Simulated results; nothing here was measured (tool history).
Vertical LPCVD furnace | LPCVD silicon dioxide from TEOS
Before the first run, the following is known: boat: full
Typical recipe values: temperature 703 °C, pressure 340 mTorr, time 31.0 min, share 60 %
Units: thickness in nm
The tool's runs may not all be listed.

run	day	temperature	pressure	time	share	wafers since the last listed run	hours since the last temperature calibration	hours since the pressure gauge was zeroed	hours since the TEOS flow controller was replaced	hours since the gauge calibration	read-back reference wafer on the same gauge, thickness	thickness
1	0.000	703	340	31.0	60	0	4956.2	3232.1	4654.5	173.9	224.98	283.47
2	0.812	703	340	31.0	60	144	4975.7	3251.6	4674.0	193.4	224.58	284.21
3	2.238	703	340	31.0	60	254	5009.9	3285.8	4708.2	227.6	225.29	285.52
4	3.688	703	340	31.0	60	258	5044.7	3320.6	4743.0	262.4	224.96	284.46
5	5.133	703	340	31.0	60	257	5079.4	3355.3	4777.7	297.1	224.97	285.16
6	6.462	703	340	31.0	60	237	5111.3	3387.2	4809.6	329.0	225.19	284.02
7	7.158	703	340	31.0	60	124	5128.0	3403.9	4826.3	345.7	225.02	284.86
8	8.550	695	340	31.0	68	248	5161.4	3437.3	4859.7	379.1	224.98	252.52
9	9.888	695	340	31.0	68	238	5193.5	3469.4	4891.8	411.2	225.09	252.37
10	10.688	703	380	31.0	60	142	5212.7	3488.6	4911.0	430.4	224.97	301.16
# day 12.604: pressure gauge zeroed
11	12.625	703	380	31.0	60	167	5259.2	0.5	4957.5	476.9	225.22	303.22
12	12.842	703	340	31.0	60	38	5264.4	5.7	4962.7	482.1	224.97	286.61
13	13.804	706	270	31.0	60	171	5287.5	28.8	4985.8	505.2	224.97	274.03
14	15.062	703	340	31.0	60	224	5317.7	59.0	5016.0	535.4	225.35	287.22
15	16.146	695	340	43.0	48	193	5343.7	85.0	5042.0	561.4	225.00	296.91
# day 18.412: thermocouples replaced and temperature profile calibrated
16	18.433	698	270	40.0	54	229	0.5	139.9	5096.9	616.3	225.31	247.00
17	18.650	703	340	31.0	56	38	5.7	145.1	5102.1	621.5	225.19	245.02
# day 20.462: gauge calibrated
# day 20.504: TEOS flow controller replaced
18	20.525	713	340	40.5	52	156	50.7	190.1	0.5	1.5	225.21	392.05
19	20.942	699	265	31.0	60	74	60.7	200.1	10.5	11.5	225.02	205.31
20	22.383	703	340	31.0	60	257	95.3	234.7	45.1	46.1	225.11	255.84
21	25.812	695	415	36.5	49	611	177.6	317.0	127.4	128.4	224.97	247.87
22	26.767	703	340	31.0	60	170	200.5	339.9	150.3	151.3	224.82	256.76
23	28.108	703	280	24.0	51	239	232.7	372.1	182.5	183.5	224.93	165.02
24	28.700	703	395	42.5	49	105	246.9	386.3	196.7	197.7	224.88	341.15

List, for all runs, the conditions of the tool that the log does not record:
true pressure minus gauge reading, mTorr: 0 on each run
deviation of the TEOS flow from its setpoint, %: 0 on each run
gauge reads high (%): 0 on each run
H1: true tube temperature minus thermocouple reading, K
run	H1
1	4.99
2	5.01
3	5.04
4	5.07
5	5.1
6	5.12
7	5.14
8	5.16
9	5.19
10	5.21
11	5.25
12	5.25
13	5.27
14	5.3
15	5.32
16	0.15
17	0.154
18	0.192
19	0.201
20	0.23
21	0.299
22	0.319
23	0.346
24	0.358
